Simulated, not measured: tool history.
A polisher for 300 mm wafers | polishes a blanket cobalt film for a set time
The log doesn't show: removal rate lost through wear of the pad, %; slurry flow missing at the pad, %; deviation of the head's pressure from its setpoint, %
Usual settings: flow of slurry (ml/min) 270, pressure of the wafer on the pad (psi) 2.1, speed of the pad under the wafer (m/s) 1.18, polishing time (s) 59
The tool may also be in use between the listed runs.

run	hour	flow of slurry (ml/min)	pressure of the wafer on the pad (psi)	speed of the pad under the wafer (m/s)	polishing time (s)	wafers since the last listed run	wafers polished on this pad	hours since the slurry nozzle was cleaned	hours since the head pressure was calibrated	incoming thickness of the incoming film, nm	film removed (Å)
1	0.0	305	2.1	1.18	59	0	350	173.1	1.8	1047.9	2970
2	43.3	305	2.1	1.18	59	269	620	216.4	45.1	1034.8	2999
3	135.1	270	2.1	1.18	59	571	1192	308.2	136.9	1036.5	2955
4	186.1	270	2.1	1.18	59	317	1510	359.2	187.9	1044.3	2967
5	227.8	270	2.1	1.18	59	259	1769	400.9	229.6	1055.7	2962
6	323.3	200	2.1	1.34	59	594	2364	496.4	325.1	1037.9	3179
7	373.5	200	2.1	1.34	59	312	2677	546.6	375.3	1047.8	3166
# hour 382.0: slurry nozzle cleaned
8	420.4	200	2.1	1.34	59	285	2963	38.4	422.2	1064.0	3376
9	499.6	270	2.1	1.18	59	493	3456	117.6	501.4	1058.5	3074
# hour 528.0: worn pad replaced by a new one
10	553.2	270	2.1	1.18	59	308	157	171.2	555.0	1043.9	3088
11	633.3	295	2.1	0.88	59	498	656	251.3	635.1	1061.0	2315
12	738.2	270	2.1	1.18	59	653	1309	356.2	740.0	1049.8	3085
# hour 916.1: slurry nozzle cleaned
13	1041.1	270	2.1	1.18	59	1880	3190	125.0	1042.9	1049.6	3102
# hour 1065.6: worn pad replaced by a new one
# hour 1078.7: head pressure recalibrated
14	1087.0	270	2.1	1.18	59	248	120	170.9	8.3	1039.6	2880
15	1188.8	270	2.1	1.18	59	634	755	272.7	110.1	1040.4	2957
16	1232.4	270	2.1	1.18	59	271	1026	316.3	153.7	1061.4	2949
17	1313.7	270	2.1	1.18	59	506	1533	397.6	235.0	1054.9	2931
# hour 1375.1: slurry nozzle cleaned
18	1405.5	240	2.1	1.18	59	565	2098	30.4	326.8	1050.1	2974
19	1449.5	270	2.1	1.18	59	274	2372	74.4	370.8	1044.6	3018
20	1495.1	220	1.7	1.04	59	284	2656	120.0	416.4	1043.2	2115

The next listed run, before its measurement:
# hour 1523.5: worn pad replaced by a new one
21	1559.1	270	2.1	1.18	59	373	222	184.0	480.4	1065.9	?

{"run 21": {"film removed (Å)": 3035}}
Without the tool's hidden state the same run would have given film removed (Å) 2983.

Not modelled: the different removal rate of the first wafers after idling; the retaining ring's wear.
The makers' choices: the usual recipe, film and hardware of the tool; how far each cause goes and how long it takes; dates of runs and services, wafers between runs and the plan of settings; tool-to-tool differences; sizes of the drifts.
